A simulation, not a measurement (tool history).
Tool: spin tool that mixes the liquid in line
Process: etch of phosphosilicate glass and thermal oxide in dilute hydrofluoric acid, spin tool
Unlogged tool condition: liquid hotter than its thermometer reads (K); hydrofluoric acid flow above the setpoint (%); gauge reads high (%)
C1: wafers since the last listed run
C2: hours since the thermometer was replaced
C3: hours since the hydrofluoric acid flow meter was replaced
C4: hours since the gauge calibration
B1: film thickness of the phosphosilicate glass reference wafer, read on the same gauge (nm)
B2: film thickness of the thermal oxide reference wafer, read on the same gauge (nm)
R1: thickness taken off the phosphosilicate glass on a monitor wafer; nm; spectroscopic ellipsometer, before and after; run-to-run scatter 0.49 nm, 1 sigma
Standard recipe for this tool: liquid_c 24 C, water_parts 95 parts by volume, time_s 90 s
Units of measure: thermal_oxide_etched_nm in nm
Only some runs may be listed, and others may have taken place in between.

run 1 hour=0 | liquid_c=24 water_parts=95 time_s=105 | C1=0 C2=894.2 C3=1569.1 C4=435.2 | B1=69.97 B2=40.005 | R1=70.36 thermal_oxide_etched_nm=5.95
run 2 hour=89.9 | liquid_c=27 water_parts=95 time_s=90 | C1=753 C2=984.1 C3=1659 C4=525.1 | B1=69.99 B2=39.998 | R1=68.81 thermal_oxide_etched_nm=5.76
-- hour=104.1 hydrofluoric acid flow meter replaced
run 3 hour=153.2 | liquid_c=27 water_parts=95 time_s=90 | C1=522 C2=1047.4 C3=49.1 C4=588.4 | B1=70.01 B2=40.051 | R1=62.99 thermal_oxide_etched_nm=5.239
run 4 hour=285.8 | liquid_c=21 water_parts=65 time_s=90 | C1=1111 C2=1180 C3=181.7 C4=721 | B1=70 B2=39.975 | R1=74.26 thermal_oxide_etched_nm=6.369
run 5 hour=337 | liquid_c=24 water_parts=95 time_s=90 | C1=429 C2=1231.2 C3=232.9 C4=772.2 | B1=70.03 B2=39.953 | R1=56.5 thermal_oxide_etched_nm=4.722
run 6 hour=369.2 | liquid_c=24 water_parts=95 time_s=90 | C1=269 C2=1263.4 C3=265.1 C4=804.4 | B1=70.03 B2=40.047 | R1=56.65 thermal_oxide_etched_nm=4.746
run 7 hour=393.4 | liquid_c=24 water_parts=125 time_s=90 | C1=202 C2=1287.6 C3=289.3 C4=828.6 | B1=70.03 B2=39.958 | R1=41.44 thermal_oxide_etched_nm=3.481
run 8 hour=471.9 | liquid_c=24 water_parts=95 time_s=90 | C1=657 C2=1366.1 C3=367.8 C4=907.1 | B1=70.04 B2=40.013 | R1=56.45 thermal_oxide_etched_nm=4.706
-- hour=497.4 thermometer replaced
run 9 hour=513.4 | liquid_c=24 water_parts=80 time_s=90 | C1=339 C2=16 C3=409.3 C4=948.6 | B1=70.01 B2=40.005 | R1=67.78 thermal_oxide_etched_nm=5.763
run 10 hour=573.2 | liquid_c=24 water_parts=95 time_s=120 | C1=501 C2=75.8 C3=469.1 C4=1008.4 | B1=70 B2=39.996 | R1=75.42 thermal_oxide_etched_nm=6.395
run 11 hour=621.7 | liquid_c=24 water_parts=95 time_s=90 | C1=406 C2=124.3 C3=517.6 C4=1056.9 | B1=70 B2=39.968 | R1=58.02 thermal_oxide_etched_nm=4.822
run 12 hour=673.9 | liquid_c=24 water_parts=95 time_s=120 | C1=437 C2=176.5 C3=569.8 C4=1109.1 | B1=70.01 B2=40.003 | R1=75.27 thermal_oxide_etched_nm=6.469
run 13 hour=707.6 | liquid_c=27 water_parts=95 time_s=65 | C1=282 C2=210.2 C3=603.5 C4=1142.8 | B1=70.02 B2=39.995 | R1=45.97 thermal_oxide_etched_nm=3.945
run 14 hour=765.3 | liquid_c=24 water_parts=95 time_s=90 | C1=483 C2=267.9 C3=661.2 C4=1200.5 | B1=70.01 B2=40.029 | R1=57.76 thermal_oxide_etched_nm=4.822
run 15 hour=795.4 | liquid_c=19.5 water_parts=95 time_s=90 | C1=252 C2=298 C3=691.3 C4=1230.6 | B1=70.04 B2=39.966 | R1=47.44 thermal_oxide_etched_nm=4.073
run 16 hour=855.7 | liquid_c=28 water_parts=55 time_s=90 | C1=505 C2=358.3 C3=751.6 C4=1290.9 | B1=69.98 B2=39.975 | R1=122.99 thermal_oxide_etched_nm=10.335
run 17 hour=896.1 | liquid_c=24 water_parts=60 time_s=90 | C1=338 C2=398.7 C3=792 C4=1331.3 | B1=70.01 B2=40.011 | R1=96.15 thermal_oxide_etched_nm=8.057
-- hour=922.9 gauge calibrated
run 18 hour=956.7 | liquid_c=19.5 water_parts=125 time_s=90 | C1=507 C2=459.3 C3=852.6 C4=33.8 | B1=70.02 B2=39.989 | R1=36.53 thermal_oxide_etched_nm=3.036
run 19 hour=1011.2 | liquid_c=24 water_parts=95 time_s=90 | C1=456 C2=513.8 C3=907.1 C4=88.3 | B1=70 B2=40.007 | R1=59.88 thermal_oxide_etched_nm=4.955
run 20 hour=1056.5 | liquid_c=28 water_parts=145 time_s=65 | C1=379 C2=559.1 C3=952.4 C4=133.6 | B1=70.03 B2=40.038 | R1=30.64 thermal_oxide_etched_nm=2.578
run 21 hour=1100.3 | liquid_c=24 water_parts=115 time_s=90 | C1=367 C2=602.9 C3=996.2 C4=177.4 | B1=70 B2=40.029 | R1=48.69 thermal_oxide_etched_nm=4.034
run 22 hour=1142.9 | liquid_c=24 water_parts=95 time_s=90 | C1=356 C2=645.5 C3=1038.8 C4=220 | B1=70.01 B2=40.005 | R1=58.95 thermal_oxide_etched_nm=4.96
run 23 hour=1189.7 | liquid_c=22.5 water_parts=95 time_s=145 | C1=392 C2=692.3 C3=1085.6 C4=266.8 | B1=69.99 B2=40.027 | R1=88.17 thermal_oxide_etched_nm=7.558
run 24 hour=1217.3 | liquid_c=24 water_parts=95 time_s=75 | C1=231 C2=719.9 C3=1113.2 C4=294.4 | B1=70.02 B2=40.019 | R1=49.57 thermal_oxide_etched_nm=4.173
run 25 hour=1282.3 | liquid_c=24 water_parts=45 time_s=90 | C1=544 C2=784.9 C3=1178.2 C4=359.4 | B1=69.97 B2=40.036 | R1=133.76 thermal_oxide_etched_nm=11.208
run 26 hour=1332 | liquid_c=19.5 water_parts=115 time_s=35 | C1=416 C2=834.6 C3=1227.9 C4=409.1 | B1=70 B2=39.994 | R1=15.73 thermal_oxide_etched_nm=1.321
run 27 hour=1377.3 | liquid_c=24 water_parts=95 time_s=140 | C1=379 C2=879.9 C3=1273.2 C4=454.4 | B1=70.02 B2=39.964 | R1=92.89 thermal_oxide_etched_nm=7.893

What if the next run were any one of these 3? Each begins from the tool's condition after run 27:
run A hour=1377.7 | liquid_c=24 water_parts=95 time_s=90 | C1=3 C2=880.3 C3=1273.6 C4=454.8 | B1=? B2=? | R1=? thermal_oxide_etched_nm=?
run B hour=1377.7 | liquid_c=22.5 water_parts=50 time_s=60 | C1=3 C2=880.3 C3=1273.6 C4=454.8 | B1=? B2=? | R1=? thermal_oxide_etched_nm=?
run C hour=1377.7 | liquid_c=20.5 water_parts=95 time_s=90 | C1=3 C2=880.3 C3=1273.6 C4=454.8 | B1=? B2=? | R1=? thermal_oxide_etched_nm=?

run=A B1=70.02 B2=39.984 R1=59.77 thermal_oxide_etched_nm=5.053
run=B B1=70.02 B2=39.984 R1=75.03 thermal_oxide_etched_nm=6.344
run=C B1=70.02 B2=39.984 R1=51.85 thermal_oxide_etched_nm=4.384
Take away the tool's hidden state, keep each run's random variation, and the runs would have read:
run=A R1=54.04 thermal_oxide_etched_nm=4.569
run=B R1=68.16 thermal_oxide_etched_nm=5.762
run=C R1=46.92 thermal_oxide_etched_nm=3.967

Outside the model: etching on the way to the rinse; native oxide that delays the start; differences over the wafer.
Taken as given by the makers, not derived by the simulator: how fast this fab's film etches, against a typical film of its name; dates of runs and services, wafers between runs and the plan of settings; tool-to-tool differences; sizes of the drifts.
